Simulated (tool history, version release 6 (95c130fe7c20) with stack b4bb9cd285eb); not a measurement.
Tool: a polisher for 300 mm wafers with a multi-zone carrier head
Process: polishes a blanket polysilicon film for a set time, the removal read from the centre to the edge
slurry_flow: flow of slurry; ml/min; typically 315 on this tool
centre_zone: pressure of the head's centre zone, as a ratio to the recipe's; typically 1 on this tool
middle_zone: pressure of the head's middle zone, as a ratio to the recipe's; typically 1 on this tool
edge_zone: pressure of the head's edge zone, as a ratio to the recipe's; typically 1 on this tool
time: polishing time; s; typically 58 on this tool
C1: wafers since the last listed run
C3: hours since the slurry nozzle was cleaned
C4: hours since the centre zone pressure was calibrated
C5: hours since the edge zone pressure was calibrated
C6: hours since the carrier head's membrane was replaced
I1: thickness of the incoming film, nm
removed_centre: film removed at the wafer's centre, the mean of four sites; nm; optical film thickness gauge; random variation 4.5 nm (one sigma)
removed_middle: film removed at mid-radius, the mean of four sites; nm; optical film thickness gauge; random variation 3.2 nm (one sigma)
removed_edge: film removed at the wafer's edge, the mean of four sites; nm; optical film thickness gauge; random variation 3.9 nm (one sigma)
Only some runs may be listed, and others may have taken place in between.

run 1 hour=0 | slurry_flow=315 centre_zone=1 middle_zone=0.92 edge_zone=1 time=58 | C1=0 wafers_polished_on_this_pad=3983 C3=403.6 C4=461.6 C5=538.4 C6=1640.3 | I1=941.9 | removed_centre=399.6 removed_middle=356.8 removed_edge=398.5
run 2 hour=38.5 | slurry_flow=315 centre_zone=0.94 middle_zone=1 edge_zone=1 time=72 | C1=467 wafers_polished_on_this_pad=4450 C3=442.1 C4=500.1 C5=576.9 C6=1678.8 | I1=945.1 | removed_centre=469.2 removed_middle=479.2 removed_edge=492.7
run 3 hour=128.3 | slurry_flow=315 centre_zone=1 middle_zone=1 edge_zone=1 time=52 | C1=1090 wafers_polished_on_this_pad=5540 C3=531.9 C4=589.9 C5=666.7 C6=1768.6 | I1=937.7 | removed_centre=363.1 removed_middle=346.7 removed_edge=358.3
run 4 hour=176.7 | slurry_flow=315 centre_zone=1 middle_zone=1 edge_zone=1.03 time=58 | C1=587 wafers_polished_on_this_pad=6128 C3=580.3 C4=638.3 C5=715.1 C6=1817 | I1=950.7 | removed_centre=405 removed_middle=391.1 removed_edge=414.1
-- hour=269.2 carrier head's membrane replaced by a new one
run 5 hour=283.4 | slurry_flow=315 centre_zone=1.06 middle_zone=1.11 edge_zone=1 time=58 | C1=1234 wafers_polished_on_this_pad=7362 C3=687 C4=745 C5=821.8 C6=14.2 | I1=949.2 | removed_centre=426.5 removed_middle=421.7 removed_edge=398.3
run 6 hour=346 | slurry_flow=315 centre_zone=1 middle_zone=1.11 edge_zone=1 time=58 | C1=759 wafers_polished_on_this_pad=8122 C3=749.6 C4=807.6 C5=884.4 C6=76.8 | I1=942.6 | removed_centre=409 removed_middle=424.7 removed_edge=395.2
-- hour=357.6 slurry nozzle cleaned
-- hour=363 worn pad replaced by a new one
run 7 hour=434.1 | slurry_flow=315 centre_zone=1 middle_zone=1 edge_zone=1 time=51 | C1=1008 wafers_polished_on_this_pad=863 C3=76.5 C4=895.7 C5=972.5 C6=164.9 | I1=938.5 | removed_centre=355.1 removed_middle=344.7 removed_edge=346.6
run 8 hour=485.2 | slurry_flow=315 centre_zone=1 middle_zone=1 edge_zone=1 time=58 | C1=620 wafers_polished_on_this_pad=1483 C3=127.6 C4=946.8 C5=1023.6 C6=216 | I1=938.6 | removed_centre=408.1 removed_middle=387.2 removed_edge=393.6
run 9 hour=539.7 | slurry_flow=315 centre_zone=1 middle_zone=1 edge_zone=1 time=58 | C1=661 wafers_polished_on_this_pad=2145 C3=182.1 C4=1001.3 C5=1078.1 C6=270.5 | I1=944.9 | removed_centre=404.7 removed_middle=385.9 removed_edge=404.3
run 10 hour=585.6 | slurry_flow=315 centre_zone=1 middle_zone=1 edge_zone=1.03 time=58 | C1=557 wafers_polished_on_this_pad=2702 C3=228 C4=1047.2 C5=1124 C6=316.4 | I1=957.1 | removed_centre=405.8 removed_middle=389.4 removed_edge=403.2
-- hour=594.8 edge zone pressure recalibrated
run 11 hour=637.3 | slurry_flow=265 centre_zone=1 middle_zone=1 edge_zone=1 time=72 | C1=603 wafers_polished_on_this_pad=3305 C3=279.7 C4=1098.9 C5=42.5 C6=368.1 | I1=935.1 | removed_centre=493.9 removed_middle=465.9 removed_edge=499
run 12 hour=679 | slurry_flow=315 centre_zone=1 middle_zone=1 edge_zone=1 time=45 | C1=506 wafers_polished_on_this_pad=3812 C3=321.4 C4=1140.6 C5=84.2 C6=409.8 | I1=931.4 | removed_centre=314.9 removed_middle=297.3 removed_edge=313.5
-- hour=713.4 centre zone pressure recalibrated
run 13 hour=826.8 | slurry_flow=315 centre_zone=1 middle_zone=1 edge_zone=1 time=51 | C1=1769 wafers_polished_on_this_pad=5581 C3=469.2 C4=113.4 C5=232 C6=557.6 | I1=942.7 | removed_centre=361.9 removed_middle=338.1 removed_edge=352.2
-- hour=991.8 slurry nozzle cleaned
-- hour=1033.7 worn pad replaced by a new one
run 14 hour=1121.2 | slurry_flow=315 centre_zone=1 middle_zone=1 edge_zone=1 time=58 | C1=3513 wafers_polished_on_this_pad=1061 C3=129.4 C4=407.8 C5=526.4 C6=852 | I1=934.8 | removed_centre=408 removed_middle=387.5 removed_edge=402.9
run 15 hour=1224.8 | slurry_flow=315 centre_zone=1.08 middle_zone=1.09 edge_zone=1.09 time=58 | C1=1257 wafers_polished_on_this_pad=2319 C3=233 C4=511.4 C5=630 C6=955.6 | I1=938.1 | removed_centre=439.5 removed_middle=419.8 removed_edge=421.6
run 16 hour=1306.7 | slurry_flow=315 centre_zone=1 middle_zone=1 edge_zone=1 time=58 | C1=994 wafers_polished_on_this_pad=3313 C3=314.9 C4=593.3 C5=711.9 C6=1037.5 | I1=946.3 | removed_centre=402.3 removed_middle=394.5 removed_edge=400.3
run 17 hour=1343.8 | slurry_flow=315 centre_zone=1 middle_zone=1 edge_zone=1 time=58 | C1=450 wafers_polished_on_this_pad=3763 C3=352 C4=630.4 C5=749 C6=1074.6 | I1=944.6 | removed_centre=401.1 removed_middle=389.1 removed_edge=397.3
run 18 hour=1410 | slurry_flow=315 centre_zone=1 middle_zone=1 edge_zone=1 time=51 | C1=803 wafers_polished_on_this_pad=4567 C3=418.2 C4=696.6 C5=815.2 C6=1140.8 | I1=922.8 | removed_centre=360 removed_middle=337.8 removed_edge=353.1
run 19 hour=1503 | slurry_flow=380 centre_zone=1 middle_zone=0.89 edge_zone=0.92 time=68 | C1=1128 wafers_polished_on_this_pad=5696 C3=511.2 C4=789.6 C5=908.2 C6=1233.8 | I1=936.4 | removed_centre=489 removed_middle=422.3 removed_edge=462.4
-- hour=1568 edge zone pressure recalibrated
run 20 hour=1595.2 | slurry_flow=415 centre_zone=1 middle_zone=1 edge_zone=1 time=75 | C1=1094 wafers_polished_on_this_pad=6791 C3=603.4 C4=881.8 C5=27.2 C6=1326 | I1=930 | removed_centre=545.1 removed_middle=510.2 removed_edge=518
-- hour=1610.4 worn pad replaced by a new one
-- hour=1665.7 centre zone pressure recalibrated
-- hour=1729.1 slurry nozzle cleaned
run 21 hour=1816.9 | slurry_flow=315 centre_zone=1 middle_zone=1 edge_zone=1 time=50 | C1=2606 wafers_polished_on_this_pad=2470 C3=87.8 C4=151.2 C5=248.9 C6=1547.7 | I1=952.2 | removed_centre=350.9 removed_middle=335.2 removed_edge=351.8

Branching from run 21: 5 alternative next runs. What would each branch give?
run A hour=1817.3 | slurry_flow=220 centre_zone=1 middle_zone=1 edge_zone=1 time=58 | C1=4 wafers_polished_on_this_pad=2475 C3=88.2 C4=151.6 C5=249.3 C6=1548.1 | I1=925.7 | removed_centre=? removed_middle=? removed_edge=?
run B hour=1817.3 | slurry_flow=280 centre_zone=1 middle_zone=1 edge_zone=0.91 time=71 | C1=4 wafers_polished_on_this_pad=2475 C3=88.2 C4=151.6 C5=249.3 C6=1548.1 | I1=925.7 | removed_centre=? removed_middle=? removed_edge=?
run C hour=1817.3 | slurry_flow=315 centre_zone=1.06 middle_zone=1 edge_zone=1 time=74 | C1=4 wafers_polished_on_this_pad=2475 C3=88.2 C4=151.6 C5=249.3 C6=1548.1 | I1=925.7 | removed_centre=? removed_middle=? removed_edge=?
run D hour=1817.3 | slurry_flow=315 centre_zone=0.91 middle_zone=1 edge_zone=0.9 time=58 | C1=4 wafers_polished_on_this_pad=2475 C3=88.2 C4=151.6 C5=249.3 C6=1548.1 | I1=925.7 | removed_centre=? removed_middle=? removed_edge=?
run E hour=1817.3 | slurry_flow=260 centre_zone=0.88 middle_zone=1.05 edge_zone=1 time=49 | C1=4 wafers_polished_on_this_pad=2475 C3=88.2 C4=151.6 C5=249.3 C6=1548.1 | I1=925.7 | removed_centre=? removed_middle=? removed_edge=?

run=A removed_centre=379 removed_middle=367.8 removed_edge=385.3
run=B removed_centre=481.3 removed_middle=465.4 removed_edge=462.5
run=C removed_centre=539.6 removed_middle=491.2 removed_edge=508.9
run=D removed_centre=362.6 removed_middle=385.4 removed_edge=379.6
run=E removed_centre=289.2 removed_middle=331.9 removed_edge=331.2
Without the tool's unlogged condition, the same runs would have read:
run=A removed_centre=379 removed_middle=367.8 removed_edge=385.3
run=B removed_centre=481.3 removed_middle=465.4 removed_edge=462.5
run=C removed_centre=539.6 removed_middle=491.2 removed_edge=508.9
run=D removed_centre=362.6 removed_middle=385.4 removed_edge=379.6
run=E removed_centre=289.2 removed_middle=331.9 removed_edge=331.2

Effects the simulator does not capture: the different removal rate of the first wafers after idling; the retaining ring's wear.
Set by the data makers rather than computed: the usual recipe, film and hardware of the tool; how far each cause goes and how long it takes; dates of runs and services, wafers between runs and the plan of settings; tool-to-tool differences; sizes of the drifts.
